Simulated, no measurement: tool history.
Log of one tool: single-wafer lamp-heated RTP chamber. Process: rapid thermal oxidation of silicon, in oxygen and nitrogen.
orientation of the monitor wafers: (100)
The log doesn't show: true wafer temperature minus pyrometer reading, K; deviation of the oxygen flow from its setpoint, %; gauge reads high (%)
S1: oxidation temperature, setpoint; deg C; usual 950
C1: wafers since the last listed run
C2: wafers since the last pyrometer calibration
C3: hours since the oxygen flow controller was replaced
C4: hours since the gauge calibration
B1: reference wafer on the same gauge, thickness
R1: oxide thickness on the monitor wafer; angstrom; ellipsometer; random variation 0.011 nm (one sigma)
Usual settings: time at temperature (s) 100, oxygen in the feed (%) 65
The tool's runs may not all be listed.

Run 1, hour 0.0: usual settings but S1 966 deg C, oxygen in the feed (%) 49; C1 0; C2 1929; C3 4097.4; C4 72.2; B1 4.819. Result: R1 45.18 angstrom.
At hour 34.6: pyrometer window cleaned and pyrometer calibrated.
Run 2, hour 35.1: usual settings; C1 247; C2 4; C3 4132.5; C4 107.3; B1 4.814. Result: R1 43.09 angstrom.
Run 3, hour 55.8: usual settings; C1 189; C2 193; C3 4153.2; C4 128.0; B1 4.811. Result: R1 43.27 angstrom.
Run 4, hour 89.0: usual settings; C1 303; C2 497; C3 4186.4; C4 161.2; B1 4.823. Result: R1 43.26 angstrom.
Run 5, hour 102.6: usual settings but S1 963 deg C; C1 124; C2 622; C3 4200.0; C4 174.8; B1 4.826. Result: R1 47.26 angstrom.
Run 6, hour 137.6: usual settings; C1 320; C2 942; C3 4235.0; C4 209.8; B1 4.816. Result: R1 43.10 angstrom.
Run 7, hour 152.6: usual settings; C1 137; C2 1079; C3 4250.0; C4 224.8; B1 4.817. Result: R1 43.27 angstrom.
Run 8, hour 187.6: usual settings; C1 320; C2 1399; C3 4285.0; C4 259.8; B1 4.825. Result: R1 43.65 angstrom.
Run 9, hour 203.8: usual settings; C1 148; C2 1547; C3 4301.2; C4 276.0; B1 4.819. Result: R1 43.54 angstrom.
Run 10, hour 234.2: usual settings; C1 278; C2 1825; C3 4331.6; C4 306.4; B1 4.816. Result: R1 43.95 angstrom.
Run 11, hour 266.1: usual settings; C1 291; C2 2117; C3 4363.5; C4 338.3; B1 4.814. Result: R1 44.44 angstrom.
At hour 283.8: pyrometer window cleaned and pyrometer calibrated.
Run 12, hour 301.0: usual settings; C1 246; C2 156; C3 4398.4; C4 373.2; B1 4.818. Result: R1 43.30 angstrom.
Run 13, hour 335.6: usual settings; C1 316; C2 473; C3 4433.0; C4 407.8; B1 4.819. Result: R1 43.09 angstrom.
Run 14, hour 352.2: usual settings; C1 151; C2 625; C3 4449.6; C4 424.4; B1 4.818. Result: R1 43.26 angstrom.
At hour 356.7: gauge calibrated.
Run 15, hour 368.8: usual settings but S1 932 deg C, time at temperature (s) 115; C1 151; C2 777; C3 4466.2; C4 12.1; B1 4.823. Result: R1 40.31 angstrom.
Run 16, hour 400.4: usual settings but time at temperature (s) 70; C1 289; C2 1066; C3 4497.8; C4 43.7; B1 4.822. Result: R1 37.63 angstrom.
Run 17, hour 474.2: usual settings but oxygen in the feed (%) 55; C1 675; C2 1741; C3 4571.6; C4 117.5; B1 4.820. Result: R1 41.55 angstrom.
Run 18, hour 507.5: usual settings; C1 304; C2 2045; C3 4604.9; C4 150.8; B1 4.820. Result: R1 44.22 angstrom.
At hour 537.4: oxygen flow controller replaced.
At hour 544.8: pyrometer window cleaned and pyrometer calibrated.
Run 19, hour 545.3: usual settings but oxygen in the feed (%) 55; C1 205; C2 4; C3 7.9; C4 188.6; B1 4.818. Result: R1 41.09 angstrom.
Run 20, hour 546.4: usual settings but S1 935 deg C, time at temperature (s) 66, oxygen in the feed (%) 78; C1 10; C2 14; C3 9.0; C4 189.7; B1 4.822. Result: R1 35.02 angstrom.
Run 21, hour 562.7: usual settings but S1 932 deg C, time at temperature (s) 87, oxygen in the feed (%) 76; C1 149; C2 163; C3 25.3; C4 206.0; B1 4.817. Result: R1 37.86 angstrom.
Run 22, hour 610.7: usual settings; C1 439; C2 602; C3 73.3; C4 254.0; B1 4.823. Result: R1 43.34 angstrom.
Run 23, hour 623.0: usual settings; C1 112; C2 715; C3 85.6; C4 266.3; B1 4.822. Result: R1 43.26 angstrom.
Run 24, hour 639.4: usual settings but oxygen in the feed (%) 83; C1 150; C2 865; C3 102.0; C4 282.7; B1 4.818. Result: R1 47.14 angstrom.
Run 25, hour 658.3: usual settings but S1 936 deg C, oxygen in the feed (%) 45; C1 172; C2 1038; C3 120.9; C4 301.6; B1 4.821. Result: R1 35.38 angstrom.
Run 26, hour 679.1: usual settings but S1 970 deg C, time at temperature (s) 57; C1 190; C2 1228; C3 141.7; C4 322.4; B1 4.818. Result: R1 39.63 angstrom.
Run 27, hour 713.0: usual settings but time at temperature (s) 58, oxygen in the feed (%) 57; C1 310; C2 1538; C3 175.6; C4 356.3; B1 4.827. Result: R1 34.14 angstrom.
Run 28, hour 743.1: usual settings; C1 275; C2 1814; C3 205.7; C4 386.4; B1 4.824. Result: R1 44.09 angstrom.
Run 29, hour 769.2: usual settings; C1 238; C2 2052; C3 231.8; C4 412.5; B1 4.820. Result: R1 44.21 angstrom.

Hidden state or all else? Some run-to-run changes of R1, split into what the settings, what came in and random variation would give without the hidden state, and what is left for the hidden state (with any gauge scatter that isn't in both results):
Run 1 -> 2: S1 966 -> 950, oxygen in the feed (%) 49 -> 65, pyrometer window cleaned and pyrometer calibrated. R1 -2.09 angstrom: hidden state -0.91, all else -1.18.
Run 11 -> 12: pyrometer window cleaned and pyrometer calibrated. R1 -1.14 angstrom: hidden state -1.02, all else -0.12.
Run 24 -> 25: S1 950 -> 936, oxygen in the feed (%) 83 -> 45. R1 -11.76 angstrom: hidden state -0.08, all else -11.68.
Run 27 -> 28: time at temperature (s) 58 -> 100, oxygen in the feed (%) 57 -> 65. R1 +9.95 angstrom: hidden state +0.46, all else +9.49.
